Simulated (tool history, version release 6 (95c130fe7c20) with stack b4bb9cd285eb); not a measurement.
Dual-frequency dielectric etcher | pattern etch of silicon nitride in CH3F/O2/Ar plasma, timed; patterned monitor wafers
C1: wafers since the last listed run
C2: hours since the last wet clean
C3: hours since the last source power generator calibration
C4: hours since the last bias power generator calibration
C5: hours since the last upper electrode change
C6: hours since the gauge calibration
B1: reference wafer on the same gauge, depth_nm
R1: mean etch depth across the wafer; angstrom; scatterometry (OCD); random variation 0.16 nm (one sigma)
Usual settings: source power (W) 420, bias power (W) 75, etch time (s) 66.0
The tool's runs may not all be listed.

{"run": 1, "hour": 0.0, "source power (W)": 420, "bias power (W)": 80, "etch time (s)": 66.0, "C1": 0, "C2": 339.6, "C3": 1128.9, "C4": 3392.6, "C5": 3735.6, "C6": 72.0, "B1": 43.81, "R1": 503.5}
{"run": 2, "hour": 54.4, "source power (W)": 420, "bias power (W)": 83, "etch time (s)": 66.0, "C1": 621, "C2": 394.0, "C3": 1183.3, "C4": 3447.0, "C5": 3790.0, "C6": 126.4, "B1": 43.81, "R1": 504.9}
{"hour": 117.2, "done": "wet clean of the chamber"}
{"run": 3, "hour": 125.4, "source power (W)": 420, "bias power (W)": 83, "etch time (s)": 66.0, "C1": 537, "C2": 8.2, "C3": 1254.3, "C4": 3518.0, "C5": 3861.0, "C6": 197.4, "B1": 43.78, "R1": 510.8}
{"run": 4, "hour": 177.1, "source power (W)": 360, "bias power (W)": 75, "etch time (s)": 66.0, "C1": 590, "C2": 59.9, "C3": 1306.0, "C4": 3569.7, "C5": 3912.7, "C6": 249.1, "B1": 43.81, "R1": 444.7}
{"run": 5, "hour": 226.7, "source power (W)": 360, "bias power (W)": 75, "etch time (s)": 66.0, "C1": 566, "C2": 109.5, "C3": 1355.6, "C4": 3619.3, "C5": 3962.3, "C6": 298.7, "B1": 43.82, "R1": 445.8}
{"run": 6, "hour": 286.1, "source power (W)": 420, "bias power (W)": 75, "etch time (s)": 66.0, "C1": 678, "C2": 168.9, "C3": 1415.0, "C4": 3678.7, "C5": 4021.7, "C6": 358.1, "B1": 43.81, "R1": 491.2}
{"run": 7, "hour": 342.7, "source power (W)": 420, "bias power (W)": 75, "etch time (s)": 66.0, "C1": 646, "C2": 225.5, "C3": 1471.6, "C4": 3735.3, "C5": 4078.3, "C6": 414.7, "B1": 43.79, "R1": 488.9}
{"run": 8, "hour": 375.8, "source power (W)": 420, "bias power (W)": 70, "etch time (s)": 66.0, "C1": 378, "C2": 258.6, "C3": 1504.7, "C4": 3768.4, "C5": 4111.4, "C6": 447.8, "B1": 43.8, "R1": 477.6}
{"run": 9, "hour": 423.8, "source power (W)": 420, "bias power (W)": 70, "etch time (s)": 66.0, "C1": 548, "C2": 306.6, "C3": 1552.7, "C4": 3816.4, "C5": 4159.4, "C6": 495.8, "B1": 43.84, "R1": 483.7}
{"run": 10, "hour": 455.5, "source power (W)": 420, "bias power (W)": 70, "etch time (s)": 66.0, "C1": 362, "C2": 338.3, "C3": 1584.4, "C4": 3848.1, "C5": 4191.1, "C6": 527.5, "B1": 43.82, "R1": 479.6}
{"run": 11, "hour": 487.0, "source power (W)": 420, "bias power (W)": 75, "etch time (s)": 66.0, "C1": 360, "C2": 369.8, "C3": 1615.9, "C4": 3879.6, "C5": 4222.6, "C6": 559.0, "B1": 43.79, "R1": 492.0}
{"run": 12, "hour": 515.7, "source power (W)": 420, "bias power (W)": 75, "etch time (s)": 66.0, "C1": 328, "C2": 398.5, "C3": 1644.6, "C4": 3908.3, "C5": 4251.3, "C6": 587.7, "B1": 43.75, "R1": 492.7}
{"run": 13, "hour": 578.4, "source power (W)": 420, "bias power (W)": 75, "etch time (s)": 66.0, "C1": 716, "C2": 461.2, "C3": 1707.3, "C4": 3971.0, "C5": 4314.0, "C6": 650.4, "B1": 43.79, "R1": 491.1}
{"hour": 592.2, "done": "source power generator calibrated"}
{"run": 14, "hour": 604.7, "source power (W)": 420, "bias power (W)": 75, "etch time (s)": 66.0, "C1": 254, "C2": 487.5, "C3": 12.5, "C4": 3997.3, "C5": 4340.3, "C6": 676.7, "B1": 43.79, "R1": 480.2}
{"hour": 637.6, "done": "wet clean of the chamber"}
{"run": 15, "hour": 660.7, "source power (W)": 510, "bias power (W)": 66, "etch time (s)": 66.0, "C1": 365, "C2": 23.1, "C3": 68.5, "C4": 4053.3, "C5": 4396.3, "C6": 732.7, "B1": 43.82, "R1": 513.3}
{"run": 16, "hour": 709.7, "source power (W)": 380, "bias power (W)": 56, "etch time (s)": 61.0, "C1": 560, "C2": 72.1, "C3": 117.5, "C4": 4102.3, "C5": 4445.3, "C6": 781.7, "B1": 43.78, "R1": 376.2}
{"run": 17, "hour": 755.5, "source power (W)": 420, "bias power (W)": 75, "etch time (s)": 66.0, "C1": 523, "C2": 117.9, "C3": 163.3, "C4": 4148.1, "C5": 4491.1, "C6": 827.5, "B1": 43.81, "R1": 479.0}
{"hour": 869.9, "done": "upper electrode replaced, of another model than before"}
{"run": 18, "hour": 908.0, "source power (W)": 480, "bias power (W)": 66, "etch time (s)": 66.0, "C1": 1468, "C2": 270.4, "C3": 315.8, "C4": 4300.6, "C5": 38.1, "C6": 980.0, "B1": 43.79, "R1": 506.0}
{"run": 19, "hour": 976.7, "source power (W)": 420, "bias power (W)": 75, "etch time (s)": 66.0, "C1": 785, "C2": 339.1, "C3": 384.5, "C4": 4369.3, "C5": 106.8, "C6": 1048.7, "B1": 43.82, "R1": 489.0}
{"hour": 1009.5, "done": "gauge calibrated"}
{"hour": 1069.1, "done": "wet clean of the chamber"}
{"run": 20, "hour": 1069.6, "source power (W)": 350, "bias power (W)": 86, "etch time (s)": 54.5, "C1": 787, "C2": 0.5, "C3": 477.4, "C4": 4462.2, "C5": 199.7, "C6": 60.1, "B1": 43.81, "R1": 365.2}
{"hour": 1076.1, "done": "bias power generator calibrated"}
{"run": 21, "hour": 1080.1, "source power (W)": 480, "bias power (W)": 83, "etch time (s)": 46.5, "C1": 74, "C2": 11.0, "C3": 487.9, "C4": 4.0, "C5": 210.2, "C6": 70.6, "B1": 43.81, "R1": 402.8}
{"run": 22, "hour": 1146.7, "source power (W)": 320, "bias power (W)": 87, "etch time (s)": 60.5, "C1": 761, "C2": 77.6, "C3": 554.5, "C4": 70.6, "C5": 276.8, "C6": 137.2, "B1": 43.8, "R1": 365.1}
{"run": 23, "hour": 1199.0, "source power (W)": 420, "bias power (W)": 89, "etch time (s)": 66.0, "C1": 597, "C2": 129.9, "C3": 606.8, "C4": 122.9, "C5": 329.1, "C6": 189.5, "B1": 43.79, "R1": 535.3}
{"run": 24, "hour": 1239.8, "source power (W)": 420, "bias power (W)": 75, "etch time (s)": 78.5, "C1": 466, "C2": 170.7, "C3": 647.6, "C4": 163.7, "C5": 369.9, "C6": 230.3, "B1": 43.82, "R1": 585.1}
{"run": 25, "hour": 1265.3, "source power (W)": 420, "bias power (W)": 75, "etch time (s)": 66.0, "C1": 291, "C2": 196.2, "C3": 673.1, "C4": 189.2, "C5": 395.4, "C6": 255.8, "B1": 43.79, "R1": 492.7}
{"run": 26, "hour": 1388.1, "source power (W)": 350, "bias power (W)": 90, "etch time (s)": 66.0, "C1": 1403, "C2": 319.0, "C3": 795.9, "C4": 312.0, "C5": 518.2, "C6": 378.6, "B1": 43.81, "R1": 452.8}
{"run": 27, "hour": 1450.5, "source power (W)": 420, "bias power (W)": 69, "etch time (s)": 57.5, "C1": 713, "C2": 381.4, "C3": 858.3, "C4": 374.4, "C5": 580.6, "C6": 441.0, "B1": 43.78, "R1": 412.5}
{"hour": 1525.2, "done": "wet clean of the chamber"}
{"run": 28, "hour": 1539.0, "source power (W)": 420, "bias power (W)": 75, "etch time (s)": 66.0, "C1": 737, "C2": 13.8, "C3": 946.8, "C4": 462.9, "C5": 669.1, "C6": 529.5, "B1": 43.82, "R1": 496.4}
{"run": 29, "hour": 1565.8, "source power (W)": 340, "bias power (W)": 93, "etch time (s)": 51.5, "C1": 306, "C2": 40.6, "C3": 973.6, "C4": 489.7, "C5": 695.9, "C6": 556.3, "B1": 43.83, "R1": 350.9}

5 ways to go on from here, each from the tool as it stands after run 29. What would each give?
{"run": "A", "hour": 1566.2, "source power (W)": 420, "bias power (W)": 75, "etch time (s)": 53.0, "C1": 4, "C2": 41.0, "C3": 974.0, "C4": 490.1, "C5": 696.3, "C6": 556.7, "B1": "?", "R1": "?"}
{"run": "B", "hour": 1566.2, "source power (W)": 420, "bias power (W)": 75, "etch time (s)": 56.5, "C1": 4, "C2": 41.0, "C3": 974.0, "C4": 490.1, "C5": 696.3, "C6": 556.7, "B1": "?", "R1": "?"}
{"run": "C", "hour": 1566.2, "source power (W)": 420, "bias power (W)": 56, "etch time (s)": 66.0, "C1": 4, "C2": 41.0, "C3": 974.0, "C4": 490.1, "C5": 696.3, "C6": 556.7, "B1": "?", "R1": "?"}
{"run": "D", "hour": 1566.2, "source power (W)": 460, "bias power (W)": 63, "etch time (s)": 81.5, "C1": 4, "C2": 41.0, "C3": 974.0, "C4": 490.1, "C5": 696.3, "C6": 556.7, "B1": "?", "R1": "?"}
{"run": "E", "hour": 1566.2, "source power (W)": 420, "bias power (W)": 75, "etch time (s)": 84.0, "C1": 4, "C2": 41.0, "C3": 974.0, "C4": 490.1, "C5": 696.3, "C6": 556.7, "B1": "?", "R1": "?"}

run=A B1=43.79 R1=396.7
run=B B1=43.79 R1=422.9
run=C B1=43.79 R1=426.8
run=D B1=43.79 R1=603.0
run=E B1=43.79 R1=628.7
Without the tool's hidden state the same runs would have given:
run=A R1=383.4
run=B R1=408.7
run=C R1=412.1
run=D R1=582.3
run=E R1=607.7

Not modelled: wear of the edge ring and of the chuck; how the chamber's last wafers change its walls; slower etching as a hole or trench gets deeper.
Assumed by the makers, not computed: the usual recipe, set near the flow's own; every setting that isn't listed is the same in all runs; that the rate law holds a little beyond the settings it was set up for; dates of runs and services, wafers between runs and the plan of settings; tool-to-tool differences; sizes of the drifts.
